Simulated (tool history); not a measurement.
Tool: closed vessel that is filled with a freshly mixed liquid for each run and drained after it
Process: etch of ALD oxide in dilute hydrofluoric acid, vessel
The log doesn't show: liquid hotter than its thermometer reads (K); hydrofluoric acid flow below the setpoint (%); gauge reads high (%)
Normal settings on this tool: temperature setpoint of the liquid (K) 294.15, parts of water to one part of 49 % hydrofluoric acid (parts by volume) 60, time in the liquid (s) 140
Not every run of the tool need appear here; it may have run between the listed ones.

run   hour  temperature setpoint of the liquid (K)  parts of water to one part of 49 % hydrofluoric acid (parts by volume)  time in the liquid (s)  wafers since the last listed run  hours since the thermometer was replaced  hours since the hydrofluoric acid flow meter was replaced  hours since the gauge calibration  read-back film thickness of the ALD oxide reference wafer, read on the same gauge (nm)  thickness taken off the ALD oxide on a monitor wafer (Å)
  1      0                                  294.15                                                                      60                     140                                 0                                       215                                                     1837.1                              366.6                                                                                   40.01                                                     364.9
  2   15.3                                  294.15                                                                      60                     140                              1282                                     230.3                                                     1852.4                              381.9                                                                                   39.99                                                     365.4
  3   30.6                                  294.15                                                                      60                     140                              1282                                     245.6                                                     1867.7                              397.2                                                                                      40                                                     369.3
  4   64.2                                  294.15                                                                      60                     140                              2817                                     279.2                                                     1901.3                              430.8                                                                                      40                                                     372.6
  5   70.3                                  293.15                                                                      45                     140                               511                                     285.3                                                     1907.4                              436.9                                                                                      40                                                     477.1
  6   82.5                                  293.15                                                                      45                     140                              1022                                     297.5                                                     1919.6                              449.1                                                                                      40                                                     476.4
  7  100.2                                  293.15                                                                      45                     140                              1483                                     315.2                                                     1937.3                              466.8                                                                                   39.99                                                     481.8
  8    116                                  294.15                                                                      60                     140                              1324                                       331                                                     1953.1                              482.6                                                                                   39.97                                                       370
  9  124.1                                  294.15                                                                      60                     140                               679                                     339.1                                                     1961.2                              490.7                                                                                      40                                                     373.4
 10  134.8                                  294.15                                                                      60                     140                               897                                     349.8                                                     1971.9                              501.4                                                                                   40.03                                                       372
 11  144.1                                  294.15                                                                      60                     140                               779                                     359.1                                                     1981.2                              510.7                                                                                   39.95                                                     375.3
 12  152.3                                  290.15                                                                      75                     140                               687                                     367.3                                                     1989.4                              518.9                                                                                   40.06                                                     246.4
 13  165.6                                  294.15                                                                      90                     140                              1115                                     380.6                                                     2002.7                              532.2                                                                                   39.99                                                     238.9
     166.2  -- gauge calibrated
 14  183.4                                  296.15                                                                      50                     140                              1492                                     398.4                                                     2020.5                               17.2                                                                                   40.04                                                     491.9
 15  191.3                                  294.15                                                                      60                     140                               662                                     406.3                                                     2028.4                               25.1                                                                                   39.96                                                     374.7
 16  207.3                                  292.65                                                                      90                     195                              1341                                     422.3                                                     2044.4                               41.1                                                                                   39.98                                                     315.7
 17  222.9                                  294.15                                                                      60                     140                              1307                                     437.9                                                       2060                               56.7                                                                                   40.07                                                     375.3

Run 18 has not been measured yet. What should we expect?
 18  236.3                                  291.15                                                                      45                      95                              1123                                     451.3                                                     2073.4                               70.1                                                                                       ?                                                         ?

{"run 18": {"read-back film thickness of the ALD oxide reference wafer, read on the same gauge (nm)": 39.96, "thickness taken off the ALD oxide on a monitor wafer (Å)": 307.4}}
With no hidden state in the tool, this same run would have given thickness taken off the ALD oxide on a monitor wafer (Å) 288.2.
